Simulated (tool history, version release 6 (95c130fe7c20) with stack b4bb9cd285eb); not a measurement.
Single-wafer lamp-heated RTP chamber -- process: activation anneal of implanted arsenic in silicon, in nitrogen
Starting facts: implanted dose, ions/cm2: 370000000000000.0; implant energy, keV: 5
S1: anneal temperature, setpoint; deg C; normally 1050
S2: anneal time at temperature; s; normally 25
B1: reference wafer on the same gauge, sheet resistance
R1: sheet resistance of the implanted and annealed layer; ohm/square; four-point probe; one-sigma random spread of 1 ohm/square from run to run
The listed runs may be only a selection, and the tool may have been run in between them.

Run 1, hour 0.0: usual settings; B1 315.02. Result: R1 267.25 ohm/square.
Run 2, hour 14.2: usual settings but S1 1061 deg C, S2 28 s; B1 314.99. Result: R1 260.81 ohm/square.
Run 3, hour 32.2: usual settings but S2 29 s; B1 315.18. Result: R1 264.08 ohm/square.
Run 4, hour 53.3: usual settings but S1 1034 deg C; B1 314.86. Result: R1 274.99 ohm/square.
Run 5, hour 72.2: usual settings but S1 1032 deg C, S2 35 s; B1 314.79. Result: R1 268.22 ohm/square.
Run 6, hour 107.1: usual settings but S1 1032 deg C, S2 35 s; B1 314.82. Result: R1 270.51 ohm/square.
Run 7, hour 142.4: usual settings; B1 315.01. Result: R1 268.39 ohm/square.
At hour 170.2: pyrometer window cleaned and pyrometer calibrated.
Run 8, hour 174.0: usual settings; B1 314.86. Result: R1 268.19 ohm/square.
At hour 244.4: reflector plate cleaned.
Run 9, hour 244.9: usual settings but S2 20 s; B1 315.32. Result: R1 272.53 ohm/square.
Run 10, hour 265.9: usual settings but S2 15 s; B1 314.81. Result: R1 276.48 ohm/square.
Run 11, hour 299.1: usual settings but S2 15 s; B1 314.86. Result: R1 278.65 ohm/square.
Run 12, hour 319.3: usual settings; B1 314.98. Result: R1 269.22 ohm/square.
At hour 355.6: pyrometer window cleaned and pyrometer calibrated.
Run 13, hour 356.1: usual settings; B1 314.66. Result: R1 268.71 ohm/square.
Run 14, hour 427.5: usual settings; B1 315.48. Result: R1 268.00 ohm/square.
Run 15, hour 457.8: usual settings; B1 315.04. Result: R1 267.61 ohm/square.
At hour 477.9: gauge calibrated.
Run 16, hour 479.6: usual settings but S1 1038 deg C, S2 31 s; B1 315.11. Result: R1 268.92 ohm/square.
Run 17, hour 512.0: usual settings but S1 1042 deg C, S2 38 s; B1 314.89. Result: R1 263.39 ohm/square.
Run 18, hour 545.3: usual settings but S1 1027 deg C; B1 315.07. Result: R1 276.63 ohm/square.
At hour 562.9: pyrometer window cleaned and pyrometer calibrated.
At hour 601.0: reflector plate cleaned.
Run 19, hour 608.6: usual settings; B1 315.09. Result: R1 268.45 ohm/square.
Run 20, hour 626.0: usual settings; B1 315.15. Result: R1 268.93 ohm/square.
Run 21, hour 641.5: usual settings but S1 1036 deg C; B1 315.02. Result: R1 273.54 ohm/square.
Run 22, hour 668.6: usual settings but S1 1021 deg C, S2 15 s; B1 315.22. Result: R1 290.77 ohm/square.
At hour 743.6: pyrometer window cleaned and pyrometer calibrated.
Run 23, hour 756.4: usual settings but S1 1062 deg C, S2 17 s; B1 314.84. Result: R1 271.85 ohm/square.
Run 24, hour 819.3: usual settings but S1 1071 deg C, S2 13 s; B1 315.06. Result: R1 270.69 ohm/square.
Run 25, hour 843.7: usual settings but S1 1022 deg C, S2 39 s; B1 315.33. Result: R1 270.87 ohm/square.

Here are 3 independent what-if runs from the current tool condition. What would each one return?
Run A, hour 844.1: usual settings; B1 ?. Result: R1 ?.
Run B, hour 844.1: usual settings but S1 1065 deg C, S2 32 s; B1 ?. Result: R1 ?.
Run C, hour 844.1: usual settings but S1 1040 deg C, S2 38 s; B1 ?. Result: R1 ?.

run      B1      R1
  A  314.95  266.69
  B  314.95  255.41
  C  314.95  263.02
The same runs, with their run-to-run variation unchanged, on a tool lacking any hidden condition would have given:
run      R1
  A  266.69
  B  255.41
  C  263.02
